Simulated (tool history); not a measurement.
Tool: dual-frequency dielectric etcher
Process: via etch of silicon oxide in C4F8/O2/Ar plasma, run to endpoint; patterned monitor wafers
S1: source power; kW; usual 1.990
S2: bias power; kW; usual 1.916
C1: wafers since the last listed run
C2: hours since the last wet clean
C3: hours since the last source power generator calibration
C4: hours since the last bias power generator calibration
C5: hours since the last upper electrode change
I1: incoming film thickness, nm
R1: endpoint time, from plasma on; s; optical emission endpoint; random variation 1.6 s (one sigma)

run,day,S1,S2,C1,C2,C3,C4,C5,I1,R1
1,0.000,1.990,1.916,0,161.1,4713.8,1572.7,2326.9,1474.7,316.1
2,1.404,1.990,1.916,160,194.8,4747.5,1606.4,2360.6,1463.4,310.9
3,3.596,1.760,1.916,250,247.4,4800.1,1659.0,2413.2,1455.5,327.9
4,4.750,1.760,1.916,132,275.1,4827.8,1686.7,2440.9,1478.2,331.7
5,6.108,1.760,1.916,155,307.7,4860.4,1719.3,2473.5,1457.2,326.1
6,7.183,1.730,1.916,123,333.5,4886.2,1745.1,2499.3,1449.6,324.9
7,8.400,1.730,1.916,139,362.7,4915.4,1774.3,2528.5,1475.1,331.9
8,9.000,1.730,1.916,68,377.1,4929.8,1788.7,2542.9,1465.4,329.8
9,9.804,1.690,1.555,92,396.4,4949.1,1808.0,2562.2,1465.1,344.1
10,10.629,1.990,1.916,94,416.2,4968.9,1827.8,2582.0,1471.9,308.1
11,11.396,1.990,2.240,87,434.6,4987.3,1846.2,2600.4,1459.5,295.0
12,12.533,1.990,2.240,130,461.9,5014.6,1873.5,2627.7,1451.3,294.4
13,13.092,1.990,2.240,63,475.3,5028.0,1886.9,2641.1,1464.0,298.5
14,13.925,1.990,1.916,95,495.3,5048.0,1906.9,2661.1,1465.5,305.5
# day 15.579: wet clean of the chamber
15,15.600,2.450,2.160,77,0.5,5088.2,1947.1,2701.3,1464.1,267.4
16,16.246,1.530,1.611,73,16.0,5103.7,1962.6,2716.8,1470.3,354.1
17,17.029,1.760,1.916,89,34.8,5122.5,1981.4,2735.6,1476.4,320.3
18,18.150,2.200,1.916,128,61.7,5149.4,2008.3,2762.5,1471.4,288.3
19,18.858,2.240,1.916,81,78.7,5166.4,2025.3,2779.5,1467.9,285.3
20,20.271,1.590,2.282,161,112.6,5200.3,2059.2,2813.4,1461.9,318.3
21,21.479,2.360,1.916,138,141.6,5229.3,2088.2,2842.4,1457.9,276.2
22,22.012,1.990,1.916,61,154.4,5242.1,2101.0,2855.2,1470.8,299.5
# day 22.575: bias power generator calibrated
# day 24.125: source power generator calibrated
# day 24.271: wet clean of the chamber, repeated, since the last time left the tool worse
23,24.292,1.590,2.058,205,0.5,4.0,41.2,2909.9,1452.1,334.4
24,24.308,2.380,1.916,1,0.9,4.4,41.6,2910.3,1479.9,292.7
# day 25.600: upper electrode replaced
25,25.621,1.990,2.240,35,32.4,35.9,73.1,0.5,1455.4,301.6
26,26.546,1.800,2.213,105,54.6,58.1,95.3,22.7,1463.6,311.2
27,27.704,1.490,2.036,132,82.4,85.9,123.1,50.5,1462.6,350.4
28,28.904,1.990,1.916,137,111.2,114.7,151.9,79.3,1451.0,306.1
29,29.650,1.990,1.916,85,129.1,132.6,169.8,97.2,1477.4,311.1
30,30.392,1.660,1.576,84,146.9,150.4,187.6,115.0,1473.0,349.5
31,31.329,2.150,2.356,107,169.4,172.9,210.1,137.5,1461.8,284.1
32,32.817,1.990,1.719,170,205.1,208.6,245.8,173.2,1455.3,312.2
33,33.421,1.650,2.057,69,219.6,223.1,260.3,187.7,1466.0,332.3
34,34.700,2.310,1.604,146,250.3,253.8,291.0,218.4,1467.1,297.9
35,35.204,1.760,2.065,57,262.4,265.9,303.1,230.5,1446.5,317.3

How the hidden state differs across the entries between the runs, from the last listed run before each to the first after it:
Between runs 14 and 15: wet clean of the chamber (day 15.579)
  etch rate over this chamber's usual, %: 1.63 -> 3.9
  measured less the result without the state, R1: -5.0 -> -10.4 s
Between runs 22 and 23: bias power generator calibrated (day 22.575); source power generator calibrated (day 24.125); wet clean of the chamber, repeated, since the last time left the tool worse (day 24.271)
  etch rate over this chamber's usual, %: 4.57 -> -0.0179
  measured less the result without the state, R1: -13.7 -> +0.1 s
Between runs 24 and 25: upper electrode replaced (day 25.600)
  etch rate over this chamber's usual, %: -0.0162 -> 0.121
  measured less the result without the state, R1: +0.1 -> -0.4 s
